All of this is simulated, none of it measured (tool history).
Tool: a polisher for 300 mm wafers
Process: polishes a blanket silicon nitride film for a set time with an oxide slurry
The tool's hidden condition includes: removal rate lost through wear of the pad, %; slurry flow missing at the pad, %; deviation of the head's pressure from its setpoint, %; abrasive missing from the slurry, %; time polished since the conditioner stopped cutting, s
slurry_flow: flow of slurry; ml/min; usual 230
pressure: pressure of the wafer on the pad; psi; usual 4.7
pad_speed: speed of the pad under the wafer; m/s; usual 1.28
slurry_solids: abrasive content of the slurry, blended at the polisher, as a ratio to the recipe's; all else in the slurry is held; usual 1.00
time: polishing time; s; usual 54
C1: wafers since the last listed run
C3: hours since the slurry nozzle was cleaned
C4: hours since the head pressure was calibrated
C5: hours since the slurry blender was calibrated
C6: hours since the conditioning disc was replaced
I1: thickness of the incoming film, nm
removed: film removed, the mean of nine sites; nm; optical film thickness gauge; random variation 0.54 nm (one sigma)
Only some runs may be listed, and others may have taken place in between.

Run 1, hour 0.0: usual settings but time 63 s; C1 0; wafers polished on this pad 1759; C3 476.4; C4 1274.4; C5 249.2; C6 43.9; I1 290.7. Result: removed 63.3 nm.
Run 2, hour 12.3: usual settings but pad_speed 0.94 m/s; C1 171; wafers polished on this pad 1930; C3 488.7; C4 1286.7; C5 261.5; C6 56.2; I1 293.8. Result: removed 43.4 nm.
At hour 46.9: worn pad replaced by a new one.
Run 3, hour 47.4: usual settings; C1 434; wafers polished on this pad 6; C3 523.8; C4 1321.8; C5 296.6; C6 91.3; I1 292.3. Result: removed 54.6 nm.
Run 4, hour 71.9: usual settings but slurry_flow 295 ml/min, pad_speed 1.58 m/s; C1 341; wafers polished on this pad 348; C3 548.3; C4 1346.3; C5 321.1; C6 115.8; I1 289.4. Result: removed 65.4 nm.
Run 5, hour 96.6: usual settings but slurry_flow 295 ml/min, pad_speed 1.58 m/s; C1 344; wafers polished on this pad 693; C3 573.0; C4 1371.0; C5 345.8; C6 140.5; I1 286.6. Result: removed 66.0 nm.
At hour 116.1: slurry blender recalibrated.
At hour 117.0: conditioning disc replaced and pad reconditioned.
Run 6, hour 126.4: usual settings but slurry_flow 295 ml/min, pad_speed 1.58 m/s; C1 374; wafers polished on this pad 1068; C3 602.8; C4 1400.8; C5 10.3; C6 9.4; I1 286.4. Result: removed 66.5 nm.
At hour 146.3: head pressure recalibrated.
Run 7, hour 146.8: usual settings but slurry_flow 275 ml/min, pressure 4.3 psi, pad_speed 1.06 m/s, slurry_solids 1.20; C1 256; wafers polished on this pad 1325; C3 623.2; C4 0.5; C5 30.7; C6 29.8; I1 290.3. Result: removed 46.4 nm.
Run 8, hour 166.3: usual settings but pressure 3.6 psi, slurry_solids 0.90; C1 272; wafers polished on this pad 1597; C3 642.7; C4 20.0; C5 50.2; C6 49.3; I1 290.3. Result: removed 37.5 nm.
Run 9, hour 191.1: usual settings but slurry_flow 190 ml/min; C1 346; wafers polished on this pad 1943; C3 667.5; C4 44.8; C5 75.0; C6 74.1; I1 287.4. Result: removed 49.7 nm.
At hour 203.9: worn pad replaced by a new one.
Run 10, hour 207.2: usual settings; C1 168; wafers polished on this pad 45; C3 683.6; C4 60.9; C5 91.1; C6 90.2; I1 287.4. Result: removed 51.7 nm.
Run 11, hour 223.3: usual settings; C1 224; wafers polished on this pad 270; C3 699.7; C4 77.0; C5 107.2; C6 106.3; I1 290.3. Result: removed 51.3 nm.
At hour 237.8: slurry nozzle cleaned.
Run 12, hour 254.7: usual settings but pressure 6.2 psi, slurry_solids 0.85, time 69 s; C1 424; wafers polished on this pad 694; C3 16.9; C4 108.4; C5 138.6; C6 137.7; I1 288.9. Result: removed 78.3 nm.
Run 13, hour 283.5: usual settings but pressure 5.6 psi, pad_speed 1.70 m/s; C1 402; wafers polished on this pad 1096; C3 45.7; C4 137.2; C5 167.4; C6 166.5; I1 290.3. Result: removed 76.1 nm.
Run 14, hour 307.1: usual settings but pad_speed 0.96 m/s; C1 329; wafers polished on this pad 1426; C3 69.3; C4 160.8; C5 191.0; C6 190.1; I1 284.5. Result: removed 42.0 nm.
At hour 309.2: conditioning disc replaced and pad reconditioned.
Run 15, hour 332.4: usual settings; C1 325; wafers polished on this pad 1751; C3 94.6; C4 186.1; C5 216.3; C6 23.2; I1 291.5. Result: removed 51.2 nm.
Run 16, hour 365.4: usual settings; C1 460; wafers polished on this pad 2212; C3 127.6; C4 219.1; C5 249.3; C6 56.2; I1 294.7. Result: removed 51.2 nm.
At hour 382.2: worn pad replaced by a new one.
Run 17, hour 395.1: usual settings but slurry_flow 150 ml/min, slurry_solids 0.80; C1 358; wafers polished on this pad 180; C3 157.3; C4 248.8; C5 279.0; C6 85.9; I1 285.8. Result: removed 42.5 nm.
Run 18, hour 416.7: usual settings; C1 301; wafers polished on this pad 481; C3 178.9; C4 270.4; C5 300.6; C6 107.5; I1 290.6. Result: removed 51.2 nm.
Run 19, hour 438.7: usual settings but pressure 3.7 psi; C1 307; wafers polished on this pad 789; C3 200.9; C4 292.4; C5 322.6; C6 129.5; I1 291.5. Result: removed 40.1 nm.
At hour 462.9: slurry blender recalibrated.
Run 20, hour 473.9: usual settings but slurry_solids 1.15, time 46 s; C1 463; wafers polished on this pad 1252; C3 236.1; C4 327.6; C5 11.0; C6 164.7; I1 288.5. Result: removed 47.2 nm.
At hour 476.5: conditioning disc replaced and pad reconditioned.
Run 21, hour 498.5: usual settings; C1 315; wafers polished on this pad 1567; C3 260.7; C4 352.2; C5 35.6; C6 22.0; I1 285.4. Result: removed 52.4 nm.
Run 22, hour 519.4: usual settings; C1 291; wafers polished on this pad 1859; C3 281.6; C4 373.1; C5 56.5; C6 42.9; I1 291.4. Result: removed 51.8 nm.

Expected results for the next run?
Run 23, hour 544.3: usual settings but pad_speed 1.50 m/s, slurry_solids 0.70; C1 347; wafers polished on this pad 2207; C3 306.5; C4 398.0; C5 81.4; C6 67.8; I1 290.7. Result: removed ?.

Run 23 yielded removed 46.3 nm.
Had the tool carried no hidden state, the very same run would have given removed 45.9 nm.
